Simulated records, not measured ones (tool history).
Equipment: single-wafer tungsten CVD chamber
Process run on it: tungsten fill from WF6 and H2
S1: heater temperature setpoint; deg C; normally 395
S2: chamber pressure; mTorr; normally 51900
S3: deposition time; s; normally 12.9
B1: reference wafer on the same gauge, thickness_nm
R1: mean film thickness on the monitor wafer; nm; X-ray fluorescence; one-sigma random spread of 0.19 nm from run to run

| run | hour | S1 | S2 | S3 | B1 | R1 |
|---|---|---|---|---|---|---|
| 1 | 0.0 | 395 | 51900 | 12.9 | 48.221 | 38.905 |
| 2 | 16.8 | 395 | 51900 | 12.9 | 48.180 | 38.862 |
| 3 | 27.5 | 395 | 51900 | 12.9 | 48.198 | 39.039 |
| 4 | 33.5 | 395 | 51900 | 12.9 | 48.179 | 38.702 |
| 5 | 39.9 | 395 | 51900 | 12.9 | 48.209 | 38.907 |
| 6 | 49.9 | 395 | 51900 | 12.9 | 48.206 | 38.734 |
| 7 | 64.6 | 400 | 44500 | 12.9 | 48.193 | 41.468 |
| 8 | 81.8 | 395 | 51900 | 12.9 | 48.203 | 38.561 |
| 9 | 99.6 | 395 | 51900 | 12.9 | 48.217 | 38.541 |
|  | 102.5 | gauge calibrated |
| 10 | 108.4 | 395 | 51900 | 12.9 | 48.179 | 38.731 |
| 11 | 121.7 | 395 | 51900 | 12.9 | 48.223 | 38.900 |
| 12 | 139.3 | 395 | 51900 | 12.9 | 48.203 | 38.528 |
|  | 155.8 | capacitance manometer re-zeroed and calibrated |
| 13 | 156.3 | 395 | 51900 | 12.9 | 48.167 | 38.888 |
| 14 | 163.4 | 395 | 51900 | 10.4 | 48.205 | 31.268 |
| 15 | 174.9 | 405 | 51900 | 12.9 | 48.236 | 47.761 |
| 16 | 183.8 | 395 | 51900 | 12.9 | 48.202 | 39.041 |
| 17 | 191.2 | 395 | 63500 | 12.9 | 48.177 | 40.816 |
|  | 202.4 | showerhead replaced |
| 18 | 202.9 | 406 | 45400 | 12.2 | 48.200 | 45.006 |
|  | 216.5 | thermocouple changed; heater temperature recalibrated |
| 19 | 217.0 | 395 | 39300 | 12.9 | 48.172 | 39.946 |
| 20 | 221.3 | 386 | 46100 | 11.7 | 48.206 | 30.590 |
| 21 | 231.4 | 383 | 51900 | 12.9 | 48.194 | 32.665 |
| 22 | 241.7 | 395 | 51900 | 12.9 | 48.234 | 42.284 |
| 23 | 252.0 | 400 | 51900 | 15.4 | 48.239 | 56.089 |
| 24 | 268.2 | 395 | 51900 | 12.0 | 48.213 | 38.821 |
| 25 | 280.4 | 406 | 58300 | 14.3 | 48.221 | 60.073 |
| 26 | 307.6 | 382 | 46000 | 14.0 | 48.160 | 32.491 |
| 27 | 319.8 | 395 | 51900 | 13.9 | 48.210 | 44.584 |
| 28 | 326.4 | 395 | 55900 | 12.9 | 48.186 | 42.430 |
| 29 | 342.0 | 395 | 41400 | 12.9 | 48.214 | 38.812 |
| 30 | 356.1 | 404 | 51900 | 12.9 | 48.220 | 49.677 |
| 31 | 364.2 | 384 | 44100 | 11.0 | 48.190 | 25.921 |
| 32 | 374.5 | 395 | 51900 | 10.4 | 48.174 | 32.723 |
| 33 | 385.5 | 395 | 51900 | 14.4 | 48.251 | 45.590 |

For each run, what was the tool's unlogged condition?
true pressure above the setpoint (%): 0, the same for each run
gauge reads high (%): 0, the same for each run
H1: wafer temperature above the value expected at the setpoint (K)
| run | H1 |
|---|---|
| 1 | -5.62 |
| 2 | -5.63 |
| 3 | -5.64 |
| 4 | -5.64 |
| 5 | -5.65 |
| 6 | -5.66 |
| 7 | -5.67 |
| 8 | -5.68 |
| 9 | -5.69 |
| 10 | -5.7 |
| 11 | -5.7 |
| 12 | -5.72 |
| 13 | -5.73 |
| 14 | -5.73 |
| 15 | -5.74 |
| 16 | -5.74 |
| 17 | -5.74 |
| 18 | -5.75 |
| 19 | -1.43 |
| 20 | -1.49 |
| 21 | -1.63 |
| 22 | -1.76 |
| 23 | -1.9 |
| 24 | -2.1 |
| 25 | -2.25 |
| 26 | -2.57 |
| 27 | -2.71 |
| 28 | -2.78 |
| 29 | -2.95 |
| 30 | -3.09 |
| 31 | -3.17 |
| 32 | -3.28 |
| 33 | -3.38 |

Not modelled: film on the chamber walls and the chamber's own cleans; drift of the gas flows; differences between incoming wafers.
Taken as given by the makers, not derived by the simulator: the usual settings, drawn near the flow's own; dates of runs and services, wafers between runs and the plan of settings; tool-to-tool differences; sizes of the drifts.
